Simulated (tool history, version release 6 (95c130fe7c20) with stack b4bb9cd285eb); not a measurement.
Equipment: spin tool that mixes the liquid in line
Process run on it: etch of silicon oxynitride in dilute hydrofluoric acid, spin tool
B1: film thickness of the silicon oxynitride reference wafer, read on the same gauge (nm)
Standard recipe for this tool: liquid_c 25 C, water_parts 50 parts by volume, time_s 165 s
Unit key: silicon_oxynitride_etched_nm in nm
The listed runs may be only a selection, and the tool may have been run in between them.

run 1 hour=0 | liquid_c=25 water_parts=50 time_s=165 | B1=150 | silicon_oxynitride_etched_nm=7.17
run 2 hour=6.7 | liquid_c=25 water_parts=50 time_s=165 | B1=150 | silicon_oxynitride_etched_nm=7.07
run 3 hour=15.8 | liquid_c=25 water_parts=50 time_s=165 | B1=150.02 | silicon_oxynitride_etched_nm=7.11
run 4 hour=29.9 | liquid_c=25 water_parts=50 time_s=215 | B1=150 | silicon_oxynitride_etched_nm=9.16
run 5 hour=47.5 | liquid_c=25 water_parts=50 time_s=215 | B1=150.01 | silicon_oxynitride_etched_nm=9.2
run 6 hour=64.6 | liquid_c=25 water_parts=50 time_s=215 | B1=150.01 | silicon_oxynitride_etched_nm=9.25
-- hour=67.3 gauge calibrated
run 7 hour=81.5 | liquid_c=25 water_parts=50 time_s=165 | B1=149.99 | silicon_oxynitride_etched_nm=7.06
-- hour=88.3 thermometer replaced
run 8 hour=92.8 | liquid_c=25 water_parts=50 time_s=165 | B1=150 | silicon_oxynitride_etched_nm=8.2
run 9 hour=108.5 | liquid_c=25 water_parts=50 time_s=165 | B1=149.99 | silicon_oxynitride_etched_nm=8.19
run 10 hour=119.3 | liquid_c=27 water_parts=50 time_s=165 | B1=149.99 | silicon_oxynitride_etched_nm=9
run 11 hour=130.3 | liquid_c=27 water_parts=50 time_s=165 | B1=149.99 | silicon_oxynitride_etched_nm=9.01
-- hour=135.5 hydrofluoric acid flow meter replaced
run 12 hour=137.5 | liquid_c=25 water_parts=50 time_s=105 | B1=150 | silicon_oxynitride_etched_nm=4.55
run 13 hour=150.4 | liquid_c=27 water_parts=50 time_s=165 | B1=150.01 | silicon_oxynitride_etched_nm=7.85
run 14 hour=159.7 | liquid_c=27.5 water_parts=70 time_s=80 | B1=150.01 | silicon_oxynitride_etched_nm=2.75
run 15 hour=169.2 | liquid_c=25 water_parts=55 time_s=165 | B1=150.01 | silicon_oxynitride_etched_nm=6.51
run 16 hour=183.6 | liquid_c=25 water_parts=30 time_s=165 | B1=150 | silicon_oxynitride_etched_nm=12.08
run 17 hour=197.1 | liquid_c=21 water_parts=55 time_s=125 | B1=150 | silicon_oxynitride_etched_nm=4.01
run 18 hour=211.4 | liquid_c=29 water_parts=60 time_s=200 | B1=150 | silicon_oxynitride_etched_nm=8.68
run 19 hour=241.6 | liquid_c=21.5 water_parts=55 time_s=165 | B1=150 | silicon_oxynitride_etched_nm=5.46
run 20 hour=249.2 | liquid_c=25 water_parts=50 time_s=165 | B1=150 | silicon_oxynitride_etched_nm=7.15
run 21 hour=287.2 | liquid_c=27 water_parts=50 time_s=265 | B1=150.01 | silicon_oxynitride_etched_nm=12.63
run 22 hour=331.8 | liquid_c=25 water_parts=50 time_s=165 | B1=149.99 | silicon_oxynitride_etched_nm=7.2
-- hour=338.3 gauge calibrated
run 23 hour=338.8 | liquid_c=25 water_parts=65 time_s=165 | B1=150.01 | silicon_oxynitride_etched_nm=5.45
run 24 hour=352.7 | liquid_c=21.5 water_parts=70 time_s=115 | B1=150 | silicon_oxynitride_etched_nm=2.95
run 25 hour=362 | liquid_c=25 water_parts=50 time_s=165 | B1=150.02 | silicon_oxynitride_etched_nm=7.09
run 26 hour=368.2 | liquid_c=27.5 water_parts=50 time_s=165 | B1=150.01 | silicon_oxynitride_etched_nm=8.12
run 27 hour=380 | liquid_c=25 water_parts=50 time_s=110 | B1=150 | silicon_oxynitride_etched_nm=4.77
run 28 hour=418.2 | liquid_c=25 water_parts=50 time_s=265 | B1=150.01 | silicon_oxynitride_etched_nm=11.44
run 29 hour=427.1 | liquid_c=25 water_parts=50 time_s=165 | B1=150 | silicon_oxynitride_etched_nm=7.19
run 30 hour=436.2 | liquid_c=27 water_parts=50 time_s=165 | B1=150.01 | silicon_oxynitride_etched_nm=7.88
run 31 hour=443.9 | liquid_c=26.5 water_parts=50 time_s=135 | B1=150.01 | silicon_oxynitride_etched_nm=6.23
run 32 hour=451.1 | liquid_c=29 water_parts=30 time_s=100 | B1=149.99 | silicon_oxynitride_etched_nm=8.93
run 33 hour=465.1 | liquid_c=25 water_parts=50 time_s=165 | B1=149.98 | silicon_oxynitride_etched_nm=7.16

For each run, what was the tool's unlogged condition?
gauge reads high (%): 0, the same for each run
H1: liquid colder than its thermometer reads (K)
H2: hydrofluoric acid flow above the setpoint (%)
run=1 H1=2.96 H2=14.1
run=2 H1=2.97 H2=14.1
run=3 H1=2.98 H2=14.2
run=4 H1=2.99 H2=14.2
run=5 H1=3.01 H2=14.3
run=6 H1=3.02 H2=14.4
run=7 H1=3.04 H2=14.5
run=8 H1=0.173 H2=14.6
run=9 H1=0.187 H2=14.6
run=10 H1=0.197 H2=14.7
run=11 H1=0.207 H2=14.7
run=12 H1=0.214 H2=0.982
run=13 H1=0.225 H2=1.04
run=14 H1=0.233 H2=1.09
run=15 H1=0.242 H2=1.14
run=16 H1=0.255 H2=1.21
run=17 H1=0.267 H2=1.27
run=18 H1=0.28 H2=1.34
run=19 H1=0.307 H2=1.49
run=20 H1=0.314 H2=1.53
run=21 H1=0.348 H2=1.72
run=22 H1=0.388 H2=1.93
run=23 H1=0.395 H2=1.97
run=24 H1=0.407 H2=2.04
run=25 H1=0.415 H2=2.08
run=26 H1=0.421 H2=2.11
run=27 H1=0.432 H2=2.17
run=28 H1=0.466 H2=2.36
run=29 H1=0.474 H2=2.4
run=30 H1=0.482 H2=2.45
run=31 H1=0.489 H2=2.48
run=32 H1=0.496 H2=2.52
run=33 H1=0.508 H2=2.59

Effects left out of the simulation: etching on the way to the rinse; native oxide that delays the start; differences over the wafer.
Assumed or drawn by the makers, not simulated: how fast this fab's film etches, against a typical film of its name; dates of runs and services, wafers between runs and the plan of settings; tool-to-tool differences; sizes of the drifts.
